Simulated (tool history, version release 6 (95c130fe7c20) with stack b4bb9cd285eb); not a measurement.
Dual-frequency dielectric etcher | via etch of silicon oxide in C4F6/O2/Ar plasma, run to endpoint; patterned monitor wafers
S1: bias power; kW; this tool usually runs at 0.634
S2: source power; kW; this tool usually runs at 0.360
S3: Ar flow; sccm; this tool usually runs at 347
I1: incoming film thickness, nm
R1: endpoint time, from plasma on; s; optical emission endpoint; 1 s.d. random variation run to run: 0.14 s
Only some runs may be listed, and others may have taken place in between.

Run 1, hour 0.0: usual settings; I1 200.6. Result: R1 42.6 s.
Run 2, hour 36.6: usual settings; I1 200.9. Result: R1 42.4 s.
Run 3, hour 71.8: usual settings; I1 199.6. Result: R1 42.2 s.
Run 4, hour 120.3: usual settings; I1 200.1. Result: R1 41.9 s.
Run 5, hour 150.2: usual settings but S1 0.703 kW, S2 0.320 kW; I1 200.6. Result: R1 42.3 s.
At hour 178.0: bias power generator calibrated.
Run 6, hour 210.4: usual settings; I1 199.2. Result: R1 41.2 s.
Run 7, hour 401.4: usual settings; I1 200.1. Result: R1 40.8 s.
Run 8, hour 458.6: usual settings but S1 0.573 kW, S2 0.280 kW; I1 198.9. Result: R1 45.4 s.
Run 9, hour 493.6: usual settings but S1 0.584 kW, S2 0.450 kW, S3 306 sccm; I1 200.0. Result: R1 38.2 s.
Run 10, hour 526.4: usual settings but S1 0.696 kW, S2 0.410 kW; I1 199.8. Result: R1 38.0 s.
At hour 569.5: wet clean of the chamber.
Run 11, hour 570.0: usual settings but S1 0.511 kW, S2 0.420 kW, S3 425 sccm; I1 199.6. Result: R1 43.2 s.
At hour 620.4: upper electrode replaced.
Run 12, hour 620.9: usual settings but S3 391 sccm; I1 200.2. Result: R1 42.8 s.
Run 13, hour 643.2: usual settings but S1 0.594 kW, S2 0.310 kW, S3 278 sccm; I1 197.3. Result: R1 43.8 s.
Run 14, hour 673.4: usual settings; I1 200.3. Result: R1 42.2 s.
Run 15, hour 739.4: usual settings but S2 0.320 kW, S3 403 sccm; I1 200.2. Result: R1 44.3 s.
Run 16, hour 882.8: usual settings but S2 0.300 kW, S3 423 sccm; I1 199.2. Result: R1 44.7 s.
Run 17, hour 938.4: usual settings but S1 0.782 kW, S2 0.440 kW; I1 198.8. Result: R1 36.2 s.
Run 18, hour 979.0: usual settings but S1 0.757 kW, S3 395 sccm; I1 198.9. Result: R1 39.5 s.
Run 19, hour 1012.5: usual settings but S3 409 sccm; I1 199.0. Result: R1 41.6 s.

Predict the results of run 20:
Run 20, hour 1090.1: usual settings but S1 0.490 kW, S3 409 sccm; I1 200.0. Result: R1 ?.

R1: 44.3 s
With no hidden state in the tool, this same run would have given R1 46.0 s.

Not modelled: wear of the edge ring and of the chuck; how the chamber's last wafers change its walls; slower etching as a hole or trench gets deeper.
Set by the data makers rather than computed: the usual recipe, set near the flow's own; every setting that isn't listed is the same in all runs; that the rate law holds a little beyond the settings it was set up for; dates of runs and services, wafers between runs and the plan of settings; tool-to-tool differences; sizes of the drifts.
